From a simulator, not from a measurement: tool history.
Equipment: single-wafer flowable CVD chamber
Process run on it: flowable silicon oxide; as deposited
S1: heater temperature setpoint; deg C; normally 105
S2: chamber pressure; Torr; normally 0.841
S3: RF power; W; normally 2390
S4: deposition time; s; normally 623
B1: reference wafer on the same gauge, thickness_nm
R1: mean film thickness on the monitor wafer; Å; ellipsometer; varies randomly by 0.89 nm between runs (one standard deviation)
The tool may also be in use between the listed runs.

{"run": 1, "hour": 0.0, "S1": 105, "S2": 0.892, "S3": 2210, "S4": 623, "B1": 419.213, "R1": 3656.25}
{"run": 2, "hour": 52.5, "S1": 105, "S2": 0.892, "S3": 2210, "S4": 623, "B1": 418.569, "R1": 3642.71}
{"run": 3, "hour": 105.2, "S1": 105, "S2": 0.841, "S3": 2390, "S4": 623, "B1": 418.932, "R1": 3492.9}
{"run": 4, "hour": 166.0, "S1": 105, "S2": 0.841, "S3": 2390, "S4": 571, "B1": 418.704, "R1": 3185.73}
{"run": 5, "hour": 200.1, "S1": 105, "S2": 0.841, "S3": 2390, "S4": 571, "B1": 418.943, "R1": 3170.31}
{"run": 6, "hour": 241.5, "S1": 105, "S2": 0.841, "S3": 2390, "S4": 571, "B1": 419.136, "R1": 3180.18}
{"hour": 275.4, "done": "capacitance manometer re-zeroed and calibrated"}
{"run": 7, "hour": 275.9, "S1": 105, "S2": 0.841, "S3": 2390, "S4": 623, "B1": 418.997, "R1": 3477.42}
{"run": 8, "hour": 316.9, "S1": 105, "S2": 0.841, "S3": 2390, "S4": 623, "B1": 418.892, "R1": 3463.14}
{"hour": 370.2, "done": "gauge calibrated"}
{"hour": 481.2, "done": "thermocouple changed; heater temperature recalibrated"}
{"run": 9, "hour": 526.1, "S1": 109, "S2": 1.044, "S3": 2390, "S4": 623, "B1": 419.07, "R1": 3880.0}
{"run": 10, "hour": 579.5, "S1": 100, "S2": 0.917, "S3": 2795, "S4": 623, "B1": 418.906, "R1": 4541.25}
{"run": 11, "hour": 617.1, "S1": 105, "S2": 0.841, "S3": 2815, "S4": 623, "B1": 418.864, "R1": 3555.23}
{"hour": 636.3, "done": "RF generator calibrated"}
{"run": 12, "hour": 641.6, "S1": 120, "S2": 0.841, "S3": 2390, "S4": 623, "B1": 419.089, "R1": 2297.7}
{"hour": 659.2, "done": "showerhead replaced"}
{"run": 13, "hour": 690.8, "S1": 105, "S2": 0.841, "S3": 2390, "S4": 623, "B1": 418.76, "R1": 3518.58}
{"run": 14, "hour": 755.9, "S1": 109, "S2": 0.714, "S3": 2235, "S4": 520, "B1": 419.109, "R1": 2186.82}
{"run": 15, "hour": 802.3, "S1": 105, "S2": 0.892, "S3": 2210, "S4": 623, "B1": 419.152, "R1": 3690.26}

Estimate the outcome of run 16 from the log above:
{"run": 16, "hour": 828.0, "S1": 101, "S2": 0.841, "S3": 2390, "S4": 623, "B1": "?", "R1": "?"}

For run 16 the tool returned B1 418.811, R1 3946.71 Å.
Were there no unlogged condition in the tool, this run, its random variation unchanged, would have produced R1 3994.95 Å.
